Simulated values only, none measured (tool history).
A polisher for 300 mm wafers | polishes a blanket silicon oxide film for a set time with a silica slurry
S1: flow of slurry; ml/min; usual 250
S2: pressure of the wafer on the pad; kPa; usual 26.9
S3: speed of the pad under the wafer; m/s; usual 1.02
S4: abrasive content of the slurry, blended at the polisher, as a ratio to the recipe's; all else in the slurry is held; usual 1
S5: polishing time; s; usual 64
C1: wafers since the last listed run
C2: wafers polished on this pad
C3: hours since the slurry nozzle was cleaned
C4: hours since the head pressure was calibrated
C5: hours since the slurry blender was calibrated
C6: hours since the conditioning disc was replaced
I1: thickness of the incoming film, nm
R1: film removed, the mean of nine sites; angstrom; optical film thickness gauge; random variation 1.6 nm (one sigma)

run   hour   S1    S2    S3    S4  S5   C1    C2     C3     C4     C5     C6      I1    R1
  1      0  250  26.9  1.02     1  81    0   990  644.7  235.9   70.5    328  1163.9  2236
       9.7  -- conditioning disc replaced and pad reconditioned
  2   14.1  250  26.9  1.02     1  81   94  1084  658.8    250   84.6    4.4  1149.7  2223
  3   25.6  250  26.9  1.02     1  64   89  1174  670.3  261.5   96.1   15.9    1148  1735
      31.5  -- worn pad replaced by a new one
  4   35.7  250  26.9  1.02     1  64   47    32  680.4  271.6  106.2     26    1181  1740
  5   45.7  250  26.9  1.02  1.15  64   77   110  690.4  281.6  116.2     36  1166.6  1822
  6   57.8  250  26.9  1.02  1.15  64   94   204  702.5  293.7  128.3   48.1  1156.7  1841
  7   67.8  250  26.9  1.02     1  64   77   282  712.5  303.7  138.3   58.1  1158.8  1734
  8   74.7  250  26.9  1.02     1  64   53   336  719.4  310.6  145.2     65  1165.8  1768
  9     86  310  26.9  1.02  1.15  64   87   424  730.7  321.9  156.5   76.3  1173.1  1818
 10   99.4  250  26.9  1.02     1  80  104   528  744.1  335.3  169.9   89.7  1157.8  2173
 11  112.4  250  26.9  0.84     1  64  101   629  757.1  348.3  182.9  102.7  1168.3  1489
 12  119.6  280  26.9  1.18     1  80   56   685  764.3  355.5  190.1  109.9  1189.2  2448
     123.3  -- slurry nozzle cleaned
 13  126.1  250  26.9   0.9   0.9  76   42   728    2.8    362  196.6  116.4  1167.5  1819
 14  139.6  220  17.9  1.02   0.8  55  105   833   16.3  375.5  210.1  129.9  1167.4   906
     142.1  -- slurry blender recalibrated
 15  155.2  160  26.9  1.02  1.15  64  105   939   31.9  391.1   13.1  145.5  1169.6  1748
 16  168.3  250  26.9  1.02   0.9  64  102  1041     45  404.2   26.2  158.6  1163.8  1676
 17  174.6  165  34.5  1.02  0.85  79   49  1090   51.3  410.5   32.5  164.9  1157.1  2484
     184.2  -- head pressure recalibrated
 18  187.7  275    31  1.02     1  51   86  1177   64.4    3.5   45.6    178  1189.4  1663
 19  204.7  275  26.9  1.02     1  64  132  1309   81.4   20.5   62.6    195  1186.8  1796
 20  219.3  250  26.9  1.16     1  84  113  1423     96   35.1   77.2  209.6  1154.6  2595
     230.3  -- worn pad replaced by a new one
 21    233  305  26.9  1.02     1  51   75    21  109.7   48.8   90.9  223.3  1173.9  1449
 22  243.9  210  26.9  1.02     1  54   84   105  120.6   59.7  101.8  234.2  1183.2  1476
 23  269.1  225  20.7  1.02   0.7  85  196   302  145.8   84.9    127  259.4  1175.1  1593
 24  281.2  250  26.9  1.02     1  64   94   396  157.9     97  139.1  271.5    1175  1768
 25    289  215  26.9  1.02     1  64   60   457  165.7  104.8  146.9  279.3  1180.6  1767
 26  300.1  250  26.9  1.02     1  64   86   543  176.8  115.9    158  290.4  1179.8  1785
 27  311.8  250  17.9  1.02     1  80   91   634  188.5  127.6  169.7  302.1  1185.2  1465

Forecast each of these 3 alternatives for the next run:
  A  312.2  250  26.9  1.02   1  57   3  637  188.9  128  170.1  302.5  1162.2   ?
  B  312.2  185  26.9  1.02   1  45   3  637  188.9  128  170.1  302.5  1162.2   ?
  C  312.2  250  29.6  1.02   1  64   3  637  188.9  128  170.1  302.5  1162.2   ?

run    R1
  A  1589
  B  1223
  C  1967
Without the tool's hidden state the same runs would have given:
run    R1
  A  1619
  B  1246
  C  2004
